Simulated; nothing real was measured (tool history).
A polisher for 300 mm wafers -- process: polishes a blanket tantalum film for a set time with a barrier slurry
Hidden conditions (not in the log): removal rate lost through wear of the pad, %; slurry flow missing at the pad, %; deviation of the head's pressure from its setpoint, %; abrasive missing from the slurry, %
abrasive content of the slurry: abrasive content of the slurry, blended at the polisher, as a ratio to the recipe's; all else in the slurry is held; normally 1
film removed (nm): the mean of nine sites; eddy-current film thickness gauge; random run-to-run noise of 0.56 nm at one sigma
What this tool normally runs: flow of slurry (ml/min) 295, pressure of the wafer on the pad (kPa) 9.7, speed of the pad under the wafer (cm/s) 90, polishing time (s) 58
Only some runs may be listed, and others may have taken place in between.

| run | hour | flow of slurry (ml/min) | pressure of the wafer on the pad (kPa) | speed of the pad under the wafer (cm/s) | abrasive content of the slurry | polishing time (s) | wafers since the last listed run | wafers polished on this pad | hours since the slurry nozzle was cleaned | hours since the head pressure was calibrated | hours since the slurry blender was calibrated | incoming thickness of the incoming film, nm | film removed (nm) |
|---|---|---|---|---|---|---|---|---|---|---|---|---|---|
| 1 | 0 | 295 | 9.7 | 90 | 1 | 58 | 0 | 360 | 305.1 | 244.9 | 164.2 | 407.8 | 59.4 |
| 2 | 77 | 295 | 9.7 | 90 | 1 | 58 | 533 | 894 | 382.1 | 321.9 | 241.2 | 393 | 59.3 |
| 3 | 124.6 | 295 | 9.7 | 108 | 1 | 58 | 329 | 1224 | 429.7 | 369.5 | 288.8 | 396.5 | 70.6 |
|  | 169.1 | slurry blender recalibrated |
| 4 | 190.5 | 295 | 9.7 | 90 | 1 | 58 | 442 | 1667 | 495.6 | 435.4 | 21.4 | 395.8 | 58.4 |
|  | 240.7 | worn pad replaced by a new one |
| 5 | 242.7 | 295 | 9.7 | 90 | 1 | 58 | 334 | 13 | 547.8 | 487.6 | 73.6 | 402.3 | 58.6 |
| 6 | 302.3 | 295 | 9.7 | 90 | 1 | 58 | 413 | 427 | 607.4 | 547.2 | 133.2 | 397.2 | 58.5 |
| 7 | 408.5 | 295 | 9.7 | 90 | 1 | 58 | 736 | 1163 | 713.6 | 653.4 | 239.4 | 393.9 | 59.1 |
| 8 | 455.4 | 295 | 9.7 | 90 | 1 | 58 | 325 | 1488 | 760.5 | 700.3 | 286.3 | 399.3 | 58.5 |
|  | 462 | slurry nozzle cleaned |
|  | 491.4 | slurry blender recalibrated |
| 9 | 501.2 | 295 | 9.7 | 90 | 1 | 58 | 296 | 1784 | 39.2 | 746.1 | 9.8 | 394.8 | 58.1 |
|  | 521.1 | worn pad replaced by a new one |
| 10 | 541.8 | 295 | 7.6 | 90 | 1.15 | 41 | 253 | 143 | 79.8 | 786.7 | 50.4 | 408.1 | 36.8 |
| 11 | 585.9 | 220 | 11 | 90 | 1.15 | 58 | 305 | 449 | 123.9 | 830.8 | 94.5 | 403.5 | 63.9 |
| 12 | 682.5 | 295 | 9.7 | 90 | 1 | 58 | 669 | 1118 | 220.5 | 927.4 | 191.1 | 404.9 | 57.9 |
| 13 | 728.9 | 335 | 8.3 | 104 | 1 | 71 | 321 | 1440 | 266.9 | 973.8 | 237.5 | 399 | 74.6 |
| 14 | 768.7 | 295 | 9.7 | 102 | 1 | 63 | 275 | 1716 | 306.7 | 1013.6 | 277.3 | 402.7 | 70.4 |
|  | 792.8 | worn pad replaced by a new one |
|  | 914.1 | head pressure recalibrated |
|  | 914.2 | slurry blender recalibrated |
| 15 | 919.8 | 295 | 9.7 | 90 | 1 | 58 | 1005 | 865 | 457.8 | 5.7 | 5.6 | 397.3 | 68.2 |
| 16 | 1004.8 | 395 | 9.7 | 90 | 1 | 49 | 589 | 1455 | 542.8 | 90.7 | 90.6 | 404.8 | 57.2 |
|  | 1076 | worn pad replaced by a new one |
|  | 1149.7 | head pressure recalibrated, repeated, since the last time left the tool worse |
| 17 | 1290.1 | 295 | 10.3 | 104 | 0.8 | 39 | 1935 | 1470 | 828.1 | 140.4 | 375.9 | 395.6 | 46 |
|  | 1334 | slurry nozzle cleaned |
|  | 1343.5 | slurry blender recalibrated |
| 18 | 1372.6 | 325 | 9.7 | 90 | 1 | 72 | 551 | 2021 | 38.6 | 222.9 | 29.1 | 395.1 | 75.5 |
|  | 1395.7 | worn pad replaced by a new one |
| 19 | 1449.8 | 295 | 8.3 | 90 | 1.25 | 42 | 507 | 374 | 115.8 | 300.1 | 106.3 | 403.9 | 42.6 |

Each row is a separate what-if for the run after 19, all from the same tool condition, not one after another. Results?
| A | 1450.2 | 295 | 9.7 | 106 | 1 | 58 | 2 | 377 | 116.2 | 300.5 | 106.7 | 403.1 | ? |
| B | 1450.2 | 295 | 9.7 | 90 | 1 | 78 | 2 | 377 | 116.2 | 300.5 | 106.7 | 403.1 | ? |
| C | 1450.2 | 295 | 7.6 | 90 | 1 | 58 | 2 | 377 | 116.2 | 300.5 | 106.7 | 403.1 | ? |
| D | 1450.2 | 295 | 9.7 | 90 | 1.3 | 58 | 2 | 377 | 116.2 | 300.5 | 106.7 | 403.1 | ? |
| E | 1450.2 | 295 | 11.7 | 90 | 1 | 58 | 2 | 377 | 116.2 | 300.5 | 106.7 | 403.1 | ? |

| run | film removed (nm) |
|---|---|
| A | 70.1 |
| B | 80.2 |
| C | 51.9 |
| D | 64 |
| E | 67.3 |
Without the tool's hidden state the same runs would have given:
| run | film removed (nm) |
|---|---|
| A | 72.8 |
| B | 83.2 |
| C | 53.9 |
| D | 66.5 |
| E | 69.8 |
